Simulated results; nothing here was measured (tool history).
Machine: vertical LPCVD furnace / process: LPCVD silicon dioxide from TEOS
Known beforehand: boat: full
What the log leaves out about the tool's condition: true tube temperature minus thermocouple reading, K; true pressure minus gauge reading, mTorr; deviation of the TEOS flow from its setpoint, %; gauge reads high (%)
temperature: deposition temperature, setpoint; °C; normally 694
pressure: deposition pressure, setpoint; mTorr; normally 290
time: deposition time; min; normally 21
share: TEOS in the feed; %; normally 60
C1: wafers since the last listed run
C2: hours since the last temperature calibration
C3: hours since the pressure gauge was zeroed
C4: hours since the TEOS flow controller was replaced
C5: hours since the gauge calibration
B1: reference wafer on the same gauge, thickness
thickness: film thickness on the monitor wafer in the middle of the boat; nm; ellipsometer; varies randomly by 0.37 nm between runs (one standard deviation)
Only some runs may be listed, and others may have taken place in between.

Run 1, day 0: usual settings; C1 0; C2 1584.8; C3 4832.6; C4 562.2; C5 869.7; B1 146.95. Result: thickness 130.57 nm.
Run 2, day 4.067: usual settings but temperature 685 °C, time 25.5 min; C1 1345; C2 1682.4; C3 4930.2; C4 659.8; C5 967.3; B1 147.08. Result: thickness 127.97 nm.
Run 3, day 5.592: usual settings but time 24 min; C1 504; C2 1719; C3 4966.8; C4 696.4; C5 1003.9; B1 146.98. Result: thickness 148.99 nm.
Run 4, day 7.633: usual settings but time 24 min; C1 675; C2 1768; C3 5015.8; C4 745.4; C5 1052.9; B1 146.93. Result: thickness 150.78 nm.
Run 5, day 9.725: usual settings but time 24 min; C1 692; C2 1818.2; C3 5066; C4 795.6; C5 1103.1; B1 147.07. Result: thickness 149.5 nm.
Run 6, day 12.042: usual settings but share 68 %; C1 766; C2 1873.8; C3 5121.6; C4 851.2; C5 1158.7; B1 146.97. Result: thickness 140.15 nm.
Run 7, day 15.121: usual settings but pressure 240 mTorr; C1 1019; C2 1947.7; C3 5195.5; C4 925.1; C5 1232.6; B1 147.01. Result: thickness 119.15 nm.
Run 8, day 26.004: usual settings but pressure 240 mTorr; C1 3601; C2 2208.9; C3 5456.7; C4 1186.3; C5 1493.8; B1 146.96. Result: thickness 119.85 nm.
At day 28.867: pressure gauge zeroed.
Run 9, day 28.888: usual settings but time 23.5 min, share 55 %; C1 623; C2 2278.1; C3 0.5; C4 1255.5; C5 1563; B1 147. Result: thickness 142 nm.
Run 10, day 32.604: usual settings; C1 1230; C2 2367.3; C3 89.7; C4 1344.7; C5 1652.2; B1 146.87. Result: thickness 133.42 nm.
Run 11, day 34.425: usual settings; C1 602; C2 2411; C3 133.4; C4 1388.4; C5 1695.9; B1 146.95. Result: thickness 132.82 nm.
Run 12, day 38.242: usual settings; C1 1263; C2 2502.6; C3 225; C4 1480; C5 1787.5; B1 146.95. Result: thickness 132.69 nm.
Run 13, day 41.779: usual settings but temperature 684 °C, pressure 350 mTorr, time 25 min, share 66 %; C1 1170; C2 2587.5; C3 309.9; C4 1564.9; C5 1872.4; B1 147.06. Result: thickness 143.26 nm.
Run 14, day 43.671: usual settings but temperature 700 °C, pressure 325 mTorr; C1 626; C2 2632.9; C3 355.3; C4 1610.3; C5 1917.8; B1 146.94. Result: thickness 161.46 nm.
Run 15, day 47.958: usual settings; C1 1418; C2 2735.8; C3 458.2; C4 1713.2; C5 2020.7; B1 147.02. Result: thickness 133.2 nm.
Run 16, day 51.65: usual settings; C1 1221; C2 2824.4; C3 546.8; C4 1801.8; C5 2109.3; B1 146.98. Result: thickness 133.33 nm.
At day 53.979: pressure gauge zeroed, repeated, since the last time left the tool worse.
At day 56.267: thermocouples replaced and temperature profile calibrated.
Run 17, day 56.288: usual settings but temperature 703 °C, time 26 min; C1 872; C2 0.5; C3 55.4; C4 1913.1; C5 2220.6; B1 146.94. Result: thickness 198.13 nm.
Run 18, day 57.862: usual settings but temperature 686 °C, pressure 330 mTorr, share 54 %; C1 521; C2 38.3; C3 93.2; C4 1950.9; C5 2258.4; B1 147.05. Result: thickness 108.43 nm.
At day 62.096: TEOS flow controller replaced.
Run 19, day 62.117: usual settings but share 49 %; C1 1076; C2 140.4; C3 195.3; C4 0.5; C5 2360.5; B1 146.88. Result: thickness 117.47 nm.
Run 20, day 65.446: usual settings but temperature 690 °C, time 18 min, share 66 %; C1 1101; C2 220.3; C3 275.2; C4 80.4; C5 2440.4; B1 146.91. Result: thickness 106.29 nm.
At day 65.933: gauge calibrated.
Run 21, day 69.825: usual settings but temperature 684 °C, share 71 %; C1 1449; C2 325.4; C3 380.3; C4 185.5; C5 93.4; B1 147.08. Result: thickness 111.16 nm.
Run 22, day 72.867: usual settings but time 17 min; C1 1006; C2 398.4; C3 453.3; C4 258.5; C5 166.4; B1 146.99. Result: thickness 105.68 nm.
Run 23, day 75.117: usual settings but temperature 705 °C, pressure 240 mTorr, time 26 min, share 56 %; C1 744; C2 452.4; C3 507.3; C4 312.5; C5 220.4; B1 146.97. Result: thickness 183.67 nm.
Run 24, day 76.896: usual settings but pressure 360 mTorr, time 16 min; C1 588; C2 495.1; C3 550; C4 355.2; C5 263.1; B1 147.05. Result: thickness 110.61 nm.
Run 25, day 80.5: usual settings but time 27 min; C1 1192; C2 581.6; C3 636.5; C4 441.7; C5 349.6; B1 147.02. Result: thickness 167.19 nm.
Run 26, day 85.712: usual settings but temperature 687 °C, pressure 235 mTorr; C1 1725; C2 706.7; C3 761.6; C4 566.8; C5 474.7; B1 146.97. Result: thickness 99.17 nm.
Run 27, day 89.612: usual settings but time 17.5 min; C1 1290; C2 800.3; C3 855.2; C4 660.4; C5 568.3; B1 147.06. Result: thickness 107.97 nm.
Run 28, day 91.442: usual settings; C1 605; C2 844.2; C3 899.1; C4 704.3; C5 612.2; B1 146.96. Result: thickness 130.01 nm.
Run 29, day 95.238: usual settings but temperature 699 °C; C1 1256; C2 935.3; C3 990.2; C4 795.4; C5 703.3; B1 147.1. Result: thickness 146.91 nm.
Run 30, day 99.538: usual settings but temperature 705 °C, pressure 340 mTorr, time 27.5 min, share 64 %; C1 1423; C2 1038.5; C3 1093.4; C4 898.6; C5 806.5; B1 146.97. Result: thickness 246.85 nm.
Run 31, day 103.542: usual settings but temperature 698 °C, pressure 240 mTorr, time 28.5 min, share 67 %; C1 1325; C2 1134.6; C3 1189.5; C4 994.7; C5 902.6; B1 147.01. Result: thickness 187.84 nm.
Run 32, day 105.05: usual settings but temperature 701 °C, time 27 min; C1 499; C2 1170.8; C3 1225.7; C4 1030.9; C5 938.8; B1 146.97. Result: thickness 197.47 nm.

For each run, the measured value with the value that run would have given without the tool's hidden condition subtracted. The run-to-run variation is shared by both, the gauge scatter possibly not:
run  thickness
  1      +1.75
  2      +1.72
  3         +2
  4      +2.02
  5      +2.01
  6      +1.89
  7      +1.93
  8      +1.96
  9      +3.74
 10      +3.63
 11      +3.65
 12      +3.75
 13      +3.46
 14      +4.25
 15      +4.01
 16      +4.09
 17      +0.68
 18      +0.36
 19      +0.56
 20      +0.58
 21       +0.7
 22      +0.73
 23      +1.61
 24      +0.67
 25      +1.36
 26       +1.1
 27      +1.03
 28      +1.27
 29      +1.51
 30      +2.29
 31      +2.56
 32      +2.27
